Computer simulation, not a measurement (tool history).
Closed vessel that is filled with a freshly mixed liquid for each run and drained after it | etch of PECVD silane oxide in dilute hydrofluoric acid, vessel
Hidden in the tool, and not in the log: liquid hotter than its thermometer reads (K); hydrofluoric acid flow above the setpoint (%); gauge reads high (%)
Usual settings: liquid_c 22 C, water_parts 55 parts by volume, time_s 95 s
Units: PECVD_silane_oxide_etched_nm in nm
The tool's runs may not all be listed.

| run | hour | liquid_c | water_parts | time_s | wafers since the last listed run | hours since the thermometer was replaced | hours since the hydrofluoric acid flow meter was replaced | hours since the gauge calibration | read-back film thickness of the PECVD silane oxide reference wafer, read on the same gauge (nm) | PECVD_silane_oxide_etched_nm |
|---|---|---|---|---|---|---|---|---|---|---|
| 1 | 0 | 24.5 | 55 | 110 | 0 | 595.9 | 1181.6 | 61.6 | 50 | 37.72 |
| 2 | 82.6 | 24.5 | 55 | 110 | 9042 | 678.5 | 1264.2 | 144.2 | 49.99 | 37.44 |
| 3 | 150.9 | 20.5 | 55 | 130 | 7476 | 746.8 | 1332.5 | 212.5 | 50 | 38.21 |
| 4 | 238.5 | 20.5 | 55 | 130 | 9589 | 834.4 | 1420.1 | 300.1 | 49.99 | 37.93 |
| 5 | 292.4 | 20.5 | 55 | 130 | 5900 | 888.3 | 1474 | 354 | 50.01 | 38 |
| 6 | 344.5 | 19 | 55 | 135 | 5703 | 940.4 | 1526.1 | 406.1 | 50 | 37.09 |
| 7 | 414.5 | 22 | 55 | 95 | 7662 | 1010.4 | 1596.1 | 476.1 | 49.99 | 29.85 |
| 8 | 455.9 | 22 | 55 | 95 | 4532 | 1051.8 | 1637.5 | 517.5 | 49.97 | 30.07 |
| 9 | 498.3 | 26.5 | 35 | 130 | 4641 | 1094.2 | 1679.9 | 559.9 | 50.02 | 80.05 |
|  | 507.3 | thermometer replaced |
| 10 | 588.1 | 18.5 | 70 | 145 | 9720 | 80.8 | 1769.7 | 649.7 | 50.01 | 30.22 |
| 11 | 660 | 22 | 55 | 95 | 7870 | 152.7 | 1841.6 | 721.6 | 50.01 | 30.09 |
| 12 | 703.9 | 25.5 | 45 | 95 | 4805 | 196.6 | 1885.5 | 765.5 | 50.01 | 43.17 |
| 13 | 741.7 | 22 | 80 | 45 | 4137 | 234.4 | 1923.3 | 803.3 | 50 | 9.49 |
|  | 750.5 | hydrofluoric acid flow meter replaced |
|  | 816.2 | gauge calibrated |
| 14 | 824.8 | 17.5 | 55 | 95 | 8987 | 317.5 | 74.3 | 8.6 | 49.98 | 23.09 |
| 15 | 922.9 | 19.5 | 80 | 120 | 10739 | 415.6 | 172.4 | 106.7 | 50.01 | 21.6 |
| 16 | 1019 | 24.5 | 30 | 95 | 10520 | 511.7 | 268.5 | 202.8 | 49.99 | 60.15 |
| 17 | 1066.5 | 22 | 40 | 135 | 5199 | 559.2 | 316 | 250.3 | 50 | 56.7 |

Forecast each of these 5 alternatives for the next run:
| A | 1067.2 | 22 | 55 | 95 | 76 | 559.9 | 316.7 | 251 | ? | ? |
| B | 1067.2 | 22 | 55 | 70 | 76 | 559.9 | 316.7 | 251 | ? | ? |
| C | 1067.2 | 20.5 | 65 | 120 | 76 | 559.9 | 316.7 | 251 | ? | ? |
| D | 1067.2 | 19 | 55 | 80 | 76 | 559.9 | 316.7 | 251 | ? | ? |
| E | 1067.2 | 24 | 35 | 120 | 76 | 559.9 | 316.7 | 251 | ? | ? |

| run | read-back film thickness of the PECVD silane oxide reference wafer, read on the same gauge (nm) | PECVD_silane_oxide_etched_nm |
|---|---|---|
| A | 50 | 28.32 |
| B | 50 | 20.87 |
| C | 50 | 28.09 |
| D | 50 | 21.02 |
| E | 50 | 62.7 |
Without the tool's hidden state the same runs would have given:
| run | PECVD_silane_oxide_etched_nm |
|---|---|
| A | 27.79 |
| B | 20.47 |
| C | 27.56 |
| D | 20.62 |
| E | 61.52 |
